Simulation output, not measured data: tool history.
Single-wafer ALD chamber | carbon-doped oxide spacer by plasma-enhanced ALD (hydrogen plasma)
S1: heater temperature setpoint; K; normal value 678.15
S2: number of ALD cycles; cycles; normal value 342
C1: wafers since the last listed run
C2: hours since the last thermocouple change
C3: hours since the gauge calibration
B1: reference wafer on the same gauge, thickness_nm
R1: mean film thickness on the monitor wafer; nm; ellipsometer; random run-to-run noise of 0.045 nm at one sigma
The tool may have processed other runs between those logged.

run 1 day=0 | S1=667.15 S2=322 | C1=0 C2=2347.2 C3=192.3 | B1=14.972 | R1=17.34
run 2 day=0.546 | S1=678.15 S2=387 | C1=13 C2=2360.3 C3=205.4 | B1=14.955 | R1=20.505
run 3 day=0.812 | S1=678.15 S2=387 | C1=6 C2=2366.7 C3=211.8 | B1=14.976 | R1=20.567
run 4 day=1.296 | S1=689.15 S2=342 | C1=12 C2=2378.3 C3=223.4 | B1=14.986 | R1=17.494
run 5 day=1.588 | S1=678.15 S2=294 | C1=7 C2=2385.3 C3=230.4 | B1=15.007 | R1=15.551
run 6 day=2.192 | S1=678.15 S2=342 | C1=15 C2=2399.8 C3=244.9 | B1=15.002 | R1=18.155
run 7 day=2.721 | S1=688.15 S2=316 | C1=13 C2=2412.5 C3=257.6 | B1=15.032 | R1=16.304
run 8 day=3.142 | S1=678.15 S2=342 | C1=10 C2=2422.6 C3=267.7 | B1=15.015 | R1=18.126
run 9 day=3.883 | S1=678.15 S2=342 | C1=18 C2=2440.4 C3=285.5 | B1=15.055 | R1=18.29
run 10 day=4.392 | S1=678.15 S2=342 | C1=12 C2=2452.6 C3=297.7 | B1=15.057 | R1=18.219
run 11 day=4.646 | S1=672.15 S2=342 | C1=6 C2=2458.7 C3=303.8 | B1=15.063 | R1=18.6
run 12 day=4.904 | S1=672.15 S2=342 | C1=6 C2=2464.9 C3=310 | B1=15.06 | R1=18.553
run 13 day=5.512 | S1=678.15 S2=357 | C1=15 C2=2479.5 C3=324.6 | B1=15.096 | R1=19.072
run 14 day=5.996 | S1=678.15 S2=342 | C1=12 C2=2491.1 C3=336.2 | B1=15.101 | R1=18.219
run 15 day=6.467 | S1=678.15 S2=342 | C1=11 C2=2502.4 C3=347.5 | B1=15.112 | R1=18.303
run 16 day=7.1 | S1=678.15 S2=360 | C1=15 C2=2517.6 C3=362.7 | B1=15.123 | R1=19.275
run 17 day=7.442 | S1=678.15 S2=311 | C1=8 C2=2525.8 C3=370.9 | B1=15.139 | R1=16.75
-- day=7.858 gauge calibrated
run 18 day=7.988 | S1=678.15 S2=342 | C1=13 C2=2538.9 C3=3.1 | B1=14.953 | R1=18.139
run 19 day=8.238 | S1=670.15 S2=321 | C1=6 C2=2544.9 C3=9.1 | B1=14.96 | R1=17.18
run 20 day=8.862 | S1=669.15 S2=316 | C1=15 C2=2559.9 C3=24.1 | B1=14.934 | R1=16.899
-- day=9.317 thermocouple changed; heater temperature recalibrated
run 21 day=9.358 | S1=678.15 S2=408 | C1=4 C2=1 C3=36 | B1=14.946 | R1=21.648
run 22 day=9.858 | S1=667.15 S2=306 | C1=12 C2=13 C3=48 | B1=14.947 | R1=16.552
run 23 day=10.638 | S1=678.15 S2=342 | C1=19 C2=31.7 C3=66.7 | B1=14.959 | R1=18.178
run 24 day=11.175 | S1=687.15 S2=401 | C1=13 C2=44.6 C3=79.6 | B1=14.944 | R1=20.48
run 25 day=11.617 | S1=678.15 S2=342 | C1=11 C2=55.2 C3=90.2 | B1=14.979 | R1=18.175
run 26 day=11.971 | S1=666.15 S2=368 | C1=8 C2=63.7 C3=98.7 | B1=14.966 | R1=19.805
run 27 day=12.592 | S1=683.15 S2=277 | C1=15 C2=78.6 C3=113.6 | B1=14.956 | R1=14.447
run 28 day=13.2 | S1=682.15 S2=410 | C1=15 C2=93.2 C3=128.2 | B1=14.975 | R1=21.49

Alternative continuations, all from the tool just after run 28; predict every row:
run A day=13.238 | S1=678.15 S2=342 | C1=0 C2=94.1 C3=129.1 | B1=? | R1=?
run B day=13.238 | S1=674.15 S2=317 | C1=0 C2=94.1 C3=129.1 | B1=? | R1=?
run C day=13.238 | S1=693.15 S2=405 | C1=0 C2=94.1 C3=129.1 | B1=? | R1=?
run D day=13.238 | S1=664.15 S2=368 | C1=0 C2=94.1 C3=129.1 | B1=? | R1=?
run E day=13.238 | S1=672.15 S2=302 | C1=0 C2=94.1 C3=129.1 | B1=? | R1=?

run=A B1=14.97 R1=18.141
run=B B1=14.97 R1=17.048
run=C B1=14.97 R1=20.364
run=D B1=14.97 R1=19.817
run=E B1=14.97 R1=16.263
Without the tool's unlogged condition, the same runs would have read:
run=A R1=18.048
run=B R1=16.961
run=C R1=20.26
run=D R1=19.716
run=E R1=16.18
